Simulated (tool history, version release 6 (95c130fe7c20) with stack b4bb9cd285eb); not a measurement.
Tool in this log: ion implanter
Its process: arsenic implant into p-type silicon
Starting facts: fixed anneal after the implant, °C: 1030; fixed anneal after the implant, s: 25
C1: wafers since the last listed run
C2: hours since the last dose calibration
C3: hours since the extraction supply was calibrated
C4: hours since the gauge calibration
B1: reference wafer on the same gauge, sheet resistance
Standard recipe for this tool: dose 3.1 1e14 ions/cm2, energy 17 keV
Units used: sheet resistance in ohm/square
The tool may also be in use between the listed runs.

Run 1, hour 0: usual settings but energy 14.5 keV; C1 0; C2 1140; C3 2577.9; C4 398.4; B1 323.03. Result: sheet resistance 318.41 ohm/square.
Run 2, hour 16.5: usual settings but energy 14.5 keV; C1 307; C2 1156.5; C3 2594.4; C4 414.9; B1 322.86. Result: sheet resistance 318.22 ohm/square.
At hour 21.4: gauge calibrated.
Run 3, hour 52: usual settings; C1 661; C2 1192; C3 2629.9; C4 30.6; B1 323.29. Result: sheet resistance 312.63 ohm/square.
Run 4, hour 68: usual settings but dose 2.74 1e14 ions/cm2; C1 298; C2 1208; C3 2645.9; C4 46.6; B1 323.05. Result: sheet resistance 344.74 ohm/square.
Run 5, hour 88.4: usual settings but dose 2.56 1e14 ions/cm2, energy 13 keV; C1 380; C2 1228.4; C3 2666.3; C4 67; B1 323.09. Result: sheet resistance 372.26 ohm/square.
Run 6, hour 116.2: usual settings but dose 2.56 1e14 ions/cm2, energy 13 keV; C1 517; C2 1256.2; C3 2694.1; C4 94.8; B1 323.26. Result: sheet resistance 375.43 ohm/square.
Run 7, hour 129.9: usual settings but dose 2.56 1e14 ions/cm2, energy 13 keV; C1 255; C2 1269.9; C3 2707.8; C4 108.5; B1 323.28. Result: sheet resistance 374.32 ohm/square.
Run 8, hour 153: usual settings but energy 20.5 keV; C1 430; C2 1293; C3 2730.9; C4 131.6; B1 322.81. Result: sheet resistance 307.23 ohm/square.
Run 9, hour 165.8: usual settings but energy 20.5 keV; C1 238; C2 1305.8; C3 2743.7; C4 144.4; B1 323.08. Result: sheet resistance 308.28 ohm/square.
Run 10, hour 189.5: usual settings but energy 20.5 keV; C1 441; C2 1329.5; C3 2767.4; C4 168.1; B1 323.07. Result: sheet resistance 308.22 ohm/square.
Run 11, hour 220.7: usual settings but energy 14 keV; C1 581; C2 1360.7; C3 2798.6; C4 199.3; B1 323.4. Result: sheet resistance 321.15 ohm/square.
Run 12, hour 233.8: usual settings but dose 3.31 1e14 ions/cm2, energy 14 keV; C1 244; C2 1373.8; C3 2811.7; C4 212.4; B1 323.28. Result: sheet resistance 304.02 ohm/square.
At hour 247.8: extraction supply calibrated.
Run 13, hour 262.2: usual settings but dose 3.31 1e14 ions/cm2, energy 14 keV; C1 380; C2 1402.2; C3 14.4; C4 240.8; B1 323.07. Result: sheet resistance 306.12 ohm/square.
Run 14, hour 276: usual settings but dose 3.31 1e14 ions/cm2, energy 14 keV; C1 257; C2 1416; C3 28.2; C4 254.6; B1 323.11. Result: sheet resistance 306.26 ohm/square.
Run 15, hour 290.9: usual settings but dose 2.45 1e14 ions/cm2; C1 277; C2 1430.9; C3 43.1; C4 269.5; B1 322.79. Result: sheet resistance 378.81 ohm/square.
Run 16, hour 314.1: usual settings but dose 3.82 1e14 ions/cm2; C1 432; C2 1454.1; C3 66.3; C4 292.7; B1 323.03. Result: sheet resistance 269.16 ohm/square.
Run 17, hour 336.6: usual settings but dose 3.49 1e14 ions/cm2, energy 19 keV; C1 419; C2 1476.6; C3 88.8; C4 315.2; B1 323.41. Result: sheet resistance 285.77 ohm/square.
Run 18, hour 363.7: usual settings but dose 2.5 1e14 ions/cm2; C1 504; C2 1503.7; C3 115.9; C4 342.3; B1 322.82. Result: sheet resistance 374.07 ohm/square.
At hour 415.4: Faraday cup replaced and dose calibrated.
Run 19, hour 415.9: usual settings; C1 823; C2 0.5; C3 168.1; C4 394.5; B1 322.85. Result: sheet resistance 308.69 ohm/square.
Run 20, hour 424: usual settings but dose 2.5 1e14 ions/cm2, energy 13.5 keV; C1 150; C2 8.6; C3 176.2; C4 402.6; B1 323.03. Result: sheet resistance 372.55 ohm/square.
Run 21, hour 436.9: usual settings but dose 2.56 1e14 ions/cm2, energy 13 keV; C1 240; C2 21.5; C3 189.1; C4 415.5; B1 322.94. Result: sheet resistance 366.59 ohm/square.
Run 22, hour 458.6: usual settings but dose 2.55 1e14 ions/cm2, energy 13 keV; C1 404; C2 43.2; C3 210.8; C4 437.2; B1 322.9. Result: sheet resistance 368.11 ohm/square.
Run 23, hour 483.6: usual settings but dose 2.78 1e14 ions/cm2, energy 20 keV; C1 465; C2 68.2; C3 235.8; C4 462.2; B1 323.25. Result: sheet resistance 328.93 ohm/square.
Run 24, hour 508.9: usual settings but dose 2.66 1e14 ions/cm2, energy 20 keV; C1 471; C2 93.5; C3 261.1; C4 487.5; B1 323.35. Result: sheet resistance 341 ohm/square.
Run 25, hour 536.4: usual settings; C1 512; C2 121; C3 288.6; C4 515; B1 322.9. Result: sheet resistance 308.59 ohm/square.

Run 26 has not been measured yet. What should we expect?
At hour 540.3: gauge calibrated.
Run 26, hour 562.7: usual settings; C1 489; C2 147.3; C3 314.9; C4 22.4; B1 ?. Result: sheet resistance ?.

B1: 323.21
sheet resistance: 308.19 ohm/square
With no hidden state in the tool, this same run would have given sheet resistance 306.53 ohm/square.
